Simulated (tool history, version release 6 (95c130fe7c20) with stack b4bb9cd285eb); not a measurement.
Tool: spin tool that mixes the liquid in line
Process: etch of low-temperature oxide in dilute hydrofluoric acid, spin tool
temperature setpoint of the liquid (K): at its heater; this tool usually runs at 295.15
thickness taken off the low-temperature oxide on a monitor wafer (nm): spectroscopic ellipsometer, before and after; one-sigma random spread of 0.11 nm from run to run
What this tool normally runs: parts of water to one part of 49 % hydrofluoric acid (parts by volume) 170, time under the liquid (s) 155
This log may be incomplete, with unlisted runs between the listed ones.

| run | hour | temperature setpoint of the liquid (K) | parts of water to one part of 49 % hydrofluoric acid (parts by volume) | time under the liquid (s) | wafers since the last listed run | hours since the thermometer was replaced | hours since the hydrofluoric acid flow meter was replaced | hours since the gauge calibration | read-back film thickness of the low-temperature oxide reference wafer, read on the same gauge (nm) | thickness taken off the low-temperature oxide on a monitor wafer (nm) |
|---|---|---|---|---|---|---|---|---|---|---|
| 1 | 0.0 | 297.65 | 170 | 155 | 0 | 1560.1 | 1762.4 | 539.1 | 129.97 | 19.23 |
| 2 | 65.1 | 291.65 | 170 | 155 | 346 | 1625.2 | 1827.5 | 604.2 | 130.00 | 15.61 |
| 3 | 94.2 | 291.65 | 170 | 155 | 154 | 1654.3 | 1856.6 | 633.3 | 129.95 | 15.21 |
| 4 | 127.4 | 291.65 | 170 | 155 | 176 | 1687.5 | 1889.8 | 666.5 | 129.98 | 15.32 |
| 5 | 178.9 | 295.15 | 170 | 155 | 273 | 1739.0 | 1941.3 | 718.0 | 129.99 | 17.73 |
| 6 | 231.9 | 292.65 | 170 | 125 | 281 | 1792.0 | 1994.3 | 771.0 | 129.97 | 12.88 |
| 7 | 276.4 | 295.15 | 170 | 155 | 236 | 1836.5 | 2038.8 | 815.5 | 129.95 | 17.76 |
|  | 292.0 | gauge calibrated |
| 8 | 304.4 | 298.15 | 90 | 105 | 148 | 1864.5 | 2066.8 | 12.4 | 129.99 | 27.80 |
| 9 | 355.7 | 291.65 | 220 | 190 | 272 | 1915.8 | 2118.1 | 63.7 | 129.95 | 14.01 |
|  | 417.4 | hydrofluoric acid flow meter replaced |
| 10 | 417.9 | 296.65 | 140 | 195 | 325 | 1978.0 | 0.5 | 125.9 | 129.99 | 26.11 |
|  | 433.6 | thermometer replaced |
| 11 | 456.5 | 295.15 | 170 | 155 | 199 | 22.9 | 39.1 | 164.5 | 130.02 | 17.16 |
| 12 | 525.0 | 295.15 | 110 | 155 | 364 | 91.4 | 107.6 | 233.0 | 130.00 | 28.42 |
| 13 | 560.4 | 296.65 | 140 | 195 | 188 | 126.8 | 143.0 | 268.4 | 130.02 | 28.80 |
| 14 | 600.9 | 292.65 | 230 | 105 | 215 | 167.3 | 183.5 | 308.9 | 130.01 | 7.34 |
| 15 | 670.9 | 295.15 | 120 | 110 | 372 | 237.3 | 253.5 | 378.9 | 130.01 | 18.38 |

State the hidden condition of the tool at each of the runs:
gauge reads high (%): 0 on each run
H1: liquid colder than its thermometer reads (K)
H2: hydrofluoric acid flow above the setpoint (%)
| run | H1 | H2 |
|---|---|---|
| 1 | 1.81 | 11.3 |
| 2 | 1.89 | 11.7 |
| 3 | 1.92 | 11.9 |
| 4 | 1.96 | 12.1 |
| 5 | 2.02 | 12.4 |
| 6 | 2.08 | 12.7 |
| 7 | 2.13 | 13 |
| 8 | 2.16 | 13.2 |
| 9 | 2.22 | 13.5 |
| 10 | 2.29 | 1.78 |
| 11 | 0.115 | 2.01 |
| 12 | 0.194 | 2.43 |
| 13 | 0.234 | 2.64 |
| 14 | 0.28 | 2.88 |
| 15 | 0.36 | 3.3 |
